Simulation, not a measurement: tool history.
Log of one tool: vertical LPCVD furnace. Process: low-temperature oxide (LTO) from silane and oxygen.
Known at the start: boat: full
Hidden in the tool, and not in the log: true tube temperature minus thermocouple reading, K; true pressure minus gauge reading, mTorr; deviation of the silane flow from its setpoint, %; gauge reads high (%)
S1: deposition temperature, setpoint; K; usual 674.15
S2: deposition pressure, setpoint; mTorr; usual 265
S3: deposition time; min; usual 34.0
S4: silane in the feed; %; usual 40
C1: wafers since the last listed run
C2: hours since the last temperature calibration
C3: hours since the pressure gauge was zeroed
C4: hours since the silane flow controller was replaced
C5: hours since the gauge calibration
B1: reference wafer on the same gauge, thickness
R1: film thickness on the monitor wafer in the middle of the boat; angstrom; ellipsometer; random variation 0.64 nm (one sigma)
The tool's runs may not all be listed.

run,hour,S1,S2,S3,S4,C1,C2,C3,C4,C5,B1,R1
1,0.0,674.15,265,34.0,40,0,3571.9,5073.2,2632.8,308.9,402.04,3367.8
2,15.9,674.15,265,34.0,40,192,3587.8,5089.1,2648.7,324.8,401.84,3368.1
3,24.4,674.15,265,34.0,36,102,3596.3,5097.6,2657.2,333.3,402.24,2921.9
# hour 57.5: silane flow controller replaced
4,58.0,674.15,265,34.0,36,115,3629.9,5131.2,0.5,366.9,402.27,3120.4
5,63.2,674.15,265,34.0,36,62,3635.1,5136.4,5.7,372.1,402.02,3134.3
6,68.4,674.15,265,34.0,40,62,3640.3,5141.6,10.9,377.3,401.93,3565.3
7,76.9,674.15,265,34.0,40,102,3648.8,5150.1,19.4,385.8,402.03,3565.3
8,90.2,674.15,265,34.0,40,160,3662.1,5163.4,32.7,399.1,402.03,3554.2
9,101.9,674.15,265,34.0,40,141,3673.8,5175.1,44.4,410.8,402.00,3559.2
10,116.6,674.15,265,34.0,40,177,3688.5,5189.8,59.1,425.5,402.09,3543.1
11,124.7,674.15,240,43.0,40,97,3696.6,5197.9,67.2,433.6,402.16,4060.3
12,139.9,674.15,265,27.5,40,183,3711.8,5213.1,82.4,448.8,401.76,2872.2
# hour 172.7: pressure gauge zeroed
13,173.2,686.15,265,34.0,40,112,3745.1,0.5,115.7,482.1,401.90,4018.5
14,178.4,674.15,265,34.0,33,62,3750.3,5.7,120.9,487.3,401.88,2761.6
15,183.6,674.15,265,34.0,40,62,3755.5,10.9,126.1,492.5,402.01,3530.8
16,195.4,669.15,265,34.0,36,142,3767.3,22.7,137.9,504.3,401.93,2937.7
17,204.4,674.15,265,34.0,40,108,3776.3,31.7,146.9,513.3,402.06,3539.5
18,214.8,674.15,305,34.0,40,125,3786.7,42.1,157.3,523.7,401.93,4062.9
# hour 245.8: thermocouples replaced and temperature profile calibrated
19,246.3,671.15,265,34.0,40,90,0.5,73.6,188.8,555.2,401.96,3416.1
20,251.5,674.15,265,34.0,40,62,5.7,78.8,194.0,560.4,401.96,3527.8
# hour 252.3: gauge calibrated
21,269.3,674.15,200,45.5,40,214,23.5,96.6,211.8,17.0,402.00,3557.8
22,280.0,677.15,295,30.0,40,129,34.2,107.3,222.5,27.7,401.73,3586.4
23,299.0,674.15,265,34.0,40,229,53.2,126.3,241.5,46.7,401.72,3528.8
24,316.2,674.15,265,34.0,40,207,70.4,143.5,258.7,63.9,401.97,3517.4
25,327.8,666.15,315,42.0,44,140,82.0,155.1,270.3,75.5,401.81,5279.1
26,338.9,674.15,220,45.0,46,134,93.1,166.2,281.4,86.6,401.92,4488.6
27,354.0,666.15,265,34.0,44,182,108.2,181.3,296.5,101.7,402.14,3593.1
28,362.3,674.15,265,34.0,40,100,116.5,189.6,304.8,110.0,402.08,3507.0
29,379.4,674.15,265,34.0,40,206,133.6,206.7,321.9,127.1,401.98,3519.2

Run 30 comes next. What will it give?
30,401.4,674.15,240,34.0,40,265,155.6,228.7,343.9,149.1,?,?

B1: 401.93
R1: 3191.0 angstrom
Without the tool's hidden state the same run would have given R1 3217.2 angstrom.
